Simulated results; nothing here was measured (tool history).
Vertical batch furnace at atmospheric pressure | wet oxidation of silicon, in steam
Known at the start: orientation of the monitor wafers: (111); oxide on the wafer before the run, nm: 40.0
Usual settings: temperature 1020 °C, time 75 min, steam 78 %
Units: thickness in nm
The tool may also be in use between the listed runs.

run	hour	temperature	time	steam	read-back reference wafer on the same gauge, thickness	thickness
1	0	1020	51.5	78	637.37	425.78
2	17.5	1020	51.5	78	638.02	425.88
3	30.1	1020	75	78	637.69	530.7
4	49.7	1020	75	78	636.62	530.94
5	66.2	1020	75	78	637.4	531.9
6	79	1014	75	78	637.49	514.21
7	94.8	1014	75	78	636.64	515.71
8	111.1	1020	75	78	636.57	531.38
9	121.8	1020	75	78	636.48	532.21
10	137.7	1020	75	78	636.88	529.14
11	153	1020	75	78	637.31	532.22
12	171.9	1020	75	78	637.17	530.59
13	191.5	1012	75	70	636.47	478.11
14	202.2	1020	75	78	636.63	530.5
# hour 233.3: steam generator serviced
15	233.8	1020	75	78	636.94	557.5
16	274.4	1020	75	78	637.27	554.27
17	290.7	1029	104	70	636.59	654.07
# hour 292.4: gauge calibrated
# hour 325.9: thermocouples replaced and temperature profile calibrated
18	326.4	1020	75	78	636.23	553.5
19	331.1	1038	52.5	84	637.45	509.45
20	335.8	1020	41	78	637.36	389.74
21	346.4	1033	75	78	637.15	584.85
22	357.7	1020	64.5	78	637.08	506.73
23	376.3	1020	75	78	638.02	553.66
24	390.1	1020	75	78	636.75	550.82
25	408.3	1027	38	88	637.42	412.59
26	445.9	1031	87	72	637.56	600.92
27	455.5	1028	75	78	637.57	571.06
28	469.2	1002	63	67	637.02	415.82
29	488.3	1020	75	87	636.76	584.31
30	505.4	1020	52.5	69	637.4	413.59
31	521.6	1020	75	78	636.98	548.7
32	534.6	1043	75	78	636.29	606.3

The tool's hidden state at each run:
true tube temperature minus thermocouple reading, K: 0 in every run
gauge reads high (%): 0 in every run
H1: steam share off its setpoint, % of the setpoint
run	H1
1	-7.96
2	-7.97
3	-7.98
4	-7.99
5	-8
6	-8.01
7	-8.02
8	-8.03
9	-8.04
10	-8.05
11	-8.06
12	-8.07
13	-8.08
14	-8.09
15	-0.219
16	-0.649
17	-0.815
18	-1.17
19	-1.21
20	-1.26
21	-1.36
22	-1.46
23	-1.63
24	-1.76
25	-1.92
26	-2.23
27	-2.31
28	-2.42
29	-2.58
30	-2.71
31	-2.83
32	-2.93
